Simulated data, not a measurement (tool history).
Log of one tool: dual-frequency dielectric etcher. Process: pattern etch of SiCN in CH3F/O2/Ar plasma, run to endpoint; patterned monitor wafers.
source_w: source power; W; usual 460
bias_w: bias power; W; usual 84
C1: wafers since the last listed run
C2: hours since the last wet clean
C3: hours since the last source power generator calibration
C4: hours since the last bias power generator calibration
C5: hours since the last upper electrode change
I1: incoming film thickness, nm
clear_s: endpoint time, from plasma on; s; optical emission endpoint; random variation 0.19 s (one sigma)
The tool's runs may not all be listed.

Run 1, hour 0.0: usual settings; C1 0; C2 138.5; C3 2168.2; C4 3513.5; C5 2803.7; I1 10.79. Result: clear_s 26.0 s.
Run 2, hour 31.9: usual settings but source_w 500 W; C1 470; C2 170.4; C3 2200.1; C4 3545.4; C5 2835.6; I1 10.77. Result: clear_s 25.1 s.
Run 3, hour 57.7: usual settings but source_w 540 W; C1 380; C2 196.2; C3 2225.9; C4 3571.2; C5 2861.4; I1 10.80. Result: clear_s 24.3 s.
Run 4, hour 72.7: usual settings; C1 221; C2 211.2; C3 2240.9; C4 3586.2; C5 2876.4; I1 10.88. Result: clear_s 26.0 s.
Run 5, hour 97.4: usual settings; C1 364; C2 235.9; C3 2265.6; C4 3610.9; C5 2901.1; I1 10.88. Result: clear_s 26.0 s.
Run 6, hour 132.0: usual settings; C1 510; C2 270.5; C3 2300.2; C4 3645.5; C5 2935.7; I1 10.77. Result: clear_s 25.4 s.
At hour 150.7: bias power generator calibrated.
At hour 155.8: source power generator calibrated.
Run 7, hour 156.3: usual settings but source_w 520 W; C1 240; C2 294.8; C3 0.5; C4 5.6; C5 2960.0; I1 10.81. Result: clear_s 24.3 s.
Run 8, hour 190.0: usual settings but source_w 490 W, bias_w 78 W; C1 496; C2 328.5; C3 34.2; C4 39.3; C5 2993.7; I1 10.87. Result: clear_s 26.1 s.
Run 9, hour 205.7: usual settings; C1 231; C2 344.2; C3 49.9; C4 55.0; C5 3009.4; I1 10.81. Result: clear_s 25.4 s.
Run 10, hour 229.1: usual settings but source_w 550 W, bias_w 71 W; C1 344; C2 367.6; C3 73.3; C4 78.4; C5 3032.8; I1 10.86. Result: clear_s 25.7 s.
At hour 280.8: wet clean of the chamber.
At hour 288.8: upper electrode replaced.
Run 11, hour 317.9: usual settings; C1 837; C2 37.1; C3 162.1; C4 167.2; C5 29.1; I1 10.82. Result: clear_s 26.4 s.
Run 12, hour 353.5: usual settings but source_w 380 W, bias_w 72 W; C1 524; C2 72.7; C3 197.7; C4 202.8; C5 64.7; I1 10.72. Result: clear_s 29.6 s.
Run 13, hour 377.1: usual settings but source_w 370 W; C1 347; C2 96.3; C3 221.3; C4 226.4; C5 88.3; I1 10.79. Result: clear_s 28.3 s.

Forecast run 14:
Run 14, hour 404.9: usual settings but source_w 350 W, bias_w 64 W; C1 409; C2 124.1; C3 249.1; C4 254.2; C5 116.1; I1 10.92. Result: clear_s ?.

{"run 14": {"clear_s": 32.8}}
Without the tool's hidden state the same run would have given clear_s 33.6 s.
